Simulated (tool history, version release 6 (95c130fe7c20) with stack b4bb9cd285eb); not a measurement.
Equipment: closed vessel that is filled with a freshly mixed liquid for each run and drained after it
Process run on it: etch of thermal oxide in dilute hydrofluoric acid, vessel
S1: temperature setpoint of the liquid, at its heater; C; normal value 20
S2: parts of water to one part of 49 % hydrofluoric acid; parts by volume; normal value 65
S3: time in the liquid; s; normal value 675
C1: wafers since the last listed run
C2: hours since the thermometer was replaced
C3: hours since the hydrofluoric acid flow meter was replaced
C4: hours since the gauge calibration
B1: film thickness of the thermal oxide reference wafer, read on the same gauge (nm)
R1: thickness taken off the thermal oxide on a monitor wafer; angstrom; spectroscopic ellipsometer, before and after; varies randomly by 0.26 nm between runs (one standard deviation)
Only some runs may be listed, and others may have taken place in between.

run,hour,S1,S2,S3,C1,C2,C3,C4,B1,R1
1,0,20,65,675,0,2272.7,2014.7,282.1,110.02,487.6
2,16.6,20,65,675,799,2289.3,2031.3,298.7,110,489
3,43,20,45,675,1271,2315.7,2057.7,325.1,110,725.6
4,63,20,45,675,963,2335.7,2077.7,345.1,109.99,727.4
5,96.6,20,45,675,1618,2369.3,2111.3,378.7,110.04,721.2
6,115.5,20,50,675,910,2388.2,2130.2,397.6,110,643.4
7,134.3,20,50,675,905,2407,2149,416.4,110.01,649.7
8,152.8,20,65,675,891,2425.5,2167.5,434.9,110.01,490.8
# hour 177: gauge calibrated
9,179.6,20,65,675,1290,2452.3,2194.3,2.6,110,488.6
10,201.2,20,65,675,1040,2473.9,2215.9,24.2,110,494
11,229.8,20,65,675,1377,2502.5,2244.5,52.8,110,488.7
12,264.4,20,65,675,1666,2537.1,2279.1,87.4,110.02,496.5
# hour 274: hydrofluoric acid flow meter replaced
13,284.2,20,65,675,905,2556.9,10.2,107.2,110,490.3
# hour 289.4: thermometer replaced
14,308.6,20,65,675,1127,19.2,34.6,131.6,110,445.5
15,326.9,17.5,85,675,881,37.5,52.9,149.9,109.98,299.8
16,346.9,20,65,675,963,57.5,72.9,169.9,110,447.2
17,361,20,65,675,679,71.6,87,184,109.98,444.5
18,374.3,17,90,930,640,84.9,100.3,197.3,109.98,382.2
19,397.8,24,65,505,1131,108.4,123.8,220.8,109.99,393.4
20,447.3,17,55,545,2384,157.9,173.3,270.3,109.99,378.9
21,481.2,20,65,825,1632,191.8,207.2,304.2,110.04,554.2
22,498,20,40,675,809,208.6,224,321,110.01,748.4
23,516.8,20,65,675,905,227.4,242.8,339.8,110.01,450.1
24,533.3,20,80,675,794,243.9,259.3,356.3,110,359.8
25,563.8,22,65,470,1469,274.4,289.8,386.8,110.02,342.4
26,580.1,18.5,40,675,785,290.7,306.1,403.1,109.98,707.2

Here are 4 independent what-if runs from the current tool condition. What would each one return?
A,580.9,20,55,675,38,291.5,306.9,403.9,?,?
B,580.9,20,65,870,38,291.5,306.9,403.9,?,?
C,580.9,17,85,400,38,291.5,306.9,403.9,?,?
D,580.9,20,65,570,38,291.5,306.9,403.9,?,?

run,B1,R1
A,109.98,538.2
B,109.98,579.9
C,109.98,175.7
D,109.98,380
Without the tool's unlogged condition, the same runs would have read:
run,R1
A,524.1
B,564.8
C,171
D,370.1
